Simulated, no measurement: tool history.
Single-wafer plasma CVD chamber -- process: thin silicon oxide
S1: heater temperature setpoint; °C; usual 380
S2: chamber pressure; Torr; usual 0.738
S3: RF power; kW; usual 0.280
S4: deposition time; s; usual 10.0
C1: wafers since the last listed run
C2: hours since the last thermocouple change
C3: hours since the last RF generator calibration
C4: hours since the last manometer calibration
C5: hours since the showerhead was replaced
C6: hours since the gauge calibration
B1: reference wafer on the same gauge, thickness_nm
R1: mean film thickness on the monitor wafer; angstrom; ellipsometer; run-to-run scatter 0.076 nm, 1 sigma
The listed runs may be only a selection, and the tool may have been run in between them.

Run 1, hour 0.0: usual settings; C1 0; C2 862.1; C3 609.1; C4 535.2; C5 7350.5; C6 544.0; B1 19.970. Result: R1 180.82 angstrom.
Run 2, hour 97.5: usual settings; C1 1816; C2 959.6; C3 706.6; C4 632.7; C5 7448.0; C6 641.5; B1 19.995. Result: R1 180.98 angstrom.
Run 3, hour 191.1: usual settings but S3 0.295 kW; C1 1744; C2 1053.2; C3 800.2; C4 726.3; C5 7541.6; C6 735.1; B1 20.017. Result: R1 183.71 angstrom.
Run 4, hour 235.6: usual settings but S1 369 °C; C1 829; C2 1097.7; C3 844.7; C4 770.8; C5 7586.1; C6 779.6; B1 19.980. Result: R1 182.93 angstrom.
Run 5, hour 287.8: usual settings but S1 369 °C; C1 972; C2 1149.9; C3 896.9; C4 823.0; C5 7638.3; C6 831.8; B1 19.992. Result: R1 181.45 angstrom.
Run 6, hour 354.0: usual settings but S3 0.260 kW; C1 1233; C2 1216.1; C3 963.1; C4 889.2; C5 7704.5; C6 898.0; B1 19.998. Result: R1 174.94 angstrom.
Run 7, hour 396.8: usual settings but S3 0.260 kW; C1 797; C2 1258.9; C3 1005.9; C4 932.0; C5 7747.3; C6 940.8; B1 19.997. Result: R1 174.90 angstrom.
Run 8, hour 468.9: usual settings but S3 0.260 kW; C1 1343; C2 1331.0; C3 1078.0; C4 1004.1; C5 7819.4; C6 1012.9; B1 19.952. Result: R1 173.41 angstrom.
Run 9, hour 564.5: usual settings but S3 0.245 kW; C1 1781; C2 1426.6; C3 1173.6; C4 1099.7; C5 7915.0; C6 1108.5; B1 20.010. Result: R1 168.16 angstrom.
At hour 595.4: gauge calibrated.
Run 10, hour 640.5: usual settings but S3 0.245 kW; C1 1416; C2 1502.6; C3 1249.6; C4 1175.7; C5 7991.0; C6 45.1; B1 20.027. Result: R1 166.59 angstrom.
Run 11, hour 726.0: usual settings but S3 0.245 kW; C1 1593; C2 1588.1; C3 1335.1; C4 1261.2; C5 8076.5; C6 130.6; B1 20.016. Result: R1 165.80 angstrom.
At hour 781.5: RF generator calibrated.
Run 12, hour 829.8: usual settings but S3 0.265 kW; C1 1785; C2 1691.9; C3 48.3; C4 1365.0; C5 8180.3; C6 234.4; B1 19.958. Result: R1 177.56 angstrom.
Run 13, hour 878.8: usual settings but S4 8.8 s; C1 913; C2 1740.9; C3 97.3; C4 1414.0; C5 8229.3; C6 283.4; B1 20.016. Result: R1 158.47 angstrom.
Run 14, hour 985.5: usual settings but S1 385 °C, S2 0.809 Torr, S4 10.8 s; C1 1988; C2 1847.6; C3 204.0; C4 1520.7; C5 8336.0; C6 390.1; B1 20.007. Result: R1 206.59 angstrom.
Run 15, hour 1045.4: usual settings but S1 392 °C; C1 1116; C2 1907.5; C3 263.9; C4 1580.6; C5 8395.9; C6 450.0; B1 19.981. Result: R1 177.06 angstrom.
Run 16, hour 1152.6: usual settings but S1 393 °C, S2 0.597 Torr, S3 0.320 kW; C1 1997; C2 2014.7; C3 371.1; C4 1687.8; C5 8503.1; C6 557.2; B1 20.009. Result: R1 154.53 angstrom.
Run 17, hour 1221.5: usual settings but S1 388 °C, S2 0.566 Torr; C1 1283; C2 2083.6; C3 440.0; C4 1756.7; C5 8572.0; C6 626.1; B1 19.985. Result: R1 139.94 angstrom.
At hour 1259.7: capacitance manometer re-zeroed and calibrated.
Run 18, hour 1271.0: usual settings; C1 773; C2 2133.1; C3 489.5; C4 11.3; C5 8621.5; C6 675.6; B1 19.971. Result: R1 182.55 angstrom.
Run 19, hour 1363.0: usual settings but S3 0.315 kW; C1 1714; C2 2225.1; C3 581.5; C4 103.3; C5 8713.5; C6 767.6; B1 19.992. Result: R1 189.99 angstrom.
At hour 1378.4: showerhead replaced.
Run 20, hour 1401.7: usual settings; C1 572; C2 2263.8; C3 620.2; C4 142.0; C5 23.3; C6 806.3; B1 19.964. Result: R1 182.72 angstrom.
Run 21, hour 1482.5: usual settings but S2 0.639 Torr, S3 0.295 kW, S4 8.1 s; C1 1505; C2 2344.6; C3 701.0; C4 222.8; C5 104.1; C6 887.1; B1 19.952. Result: R1 133.45 angstrom.
At hour 1495.4: thermocouple changed; heater temperature recalibrated.
Run 22, hour 1571.0: usual settings but S1 375 °C; C1 1500; C2 75.6; C3 789.5; C4 311.3; C5 192.6; C6 975.6; B1 19.952. Result: R1 182.65 angstrom.
At hour 1585.5: gauge calibrated.
Run 23, hour 1641.1: usual settings but S3 0.320 kW; C1 1306; C2 145.7; C3 859.6; C4 381.4; C5 262.7; C6 55.6; B1 20.011. Result: R1 189.64 angstrom.
Run 24, hour 1852.6: usual settings but S1 393 °C; C1 3941; C2 357.2; C3 1071.1; C4 592.9; C5 474.2; C6 267.1; B1 20.009. Result: R1 178.30 angstrom.
Run 25, hour 1939.1: usual settings but S1 370 °C, S4 8.2 s; C1 1611; C2 443.7; C3 1157.6; C4 679.4; C5 560.7; C6 353.6; B1 20.020. Result: R1 147.69 angstrom.

Branching from run 25: 5 alternative next runs. What would each branch give?
Run A, hour 1939.5: usual settings but S3 0.250 kW; C1 7; C2 444.1; C3 1158.0; C4 679.8; C5 561.1; C6 354.0; B1 ?. Result: R1 ?.
Run B, hour 1939.5: usual settings but S1 394 °C, S2 0.682 Torr; C1 7; C2 444.1; C3 1158.0; C4 679.8; C5 561.1; C6 354.0; B1 ?. Result: R1 ?.
Run C, hour 1939.5: usual settings but S4 11.6 s; C1 7; C2 444.1; C3 1158.0; C4 679.8; C5 561.1; C6 354.0; B1 ?. Result: R1 ?.
Run D, hour 1939.5: usual settings but S1 369 °C, S2 0.801 Torr, S3 0.235 kW, S4 8.8 s; C1 7; C2 444.1; C3 1158.0; C4 679.8; C5 561.1; C6 354.0; B1 ?. Result: R1 ?.
Run E, hour 1939.5: usual settings but S2 0.893 Torr; C1 7; C2 444.1; C3 1158.0; C4 679.8; C5 561.1; C6 354.0; B1 ?. Result: R1 ?.

run      B1      R1
  A  19.994  170.64
  B  19.994  165.29
  C  19.994  206.41
  D  19.994  157.80
  E  19.994  205.83
With no hidden state in the tool, these same runs would have given:
run      R1
  A  178.64
  B  172.75
  C  215.73
  D  165.11
  E  214.58
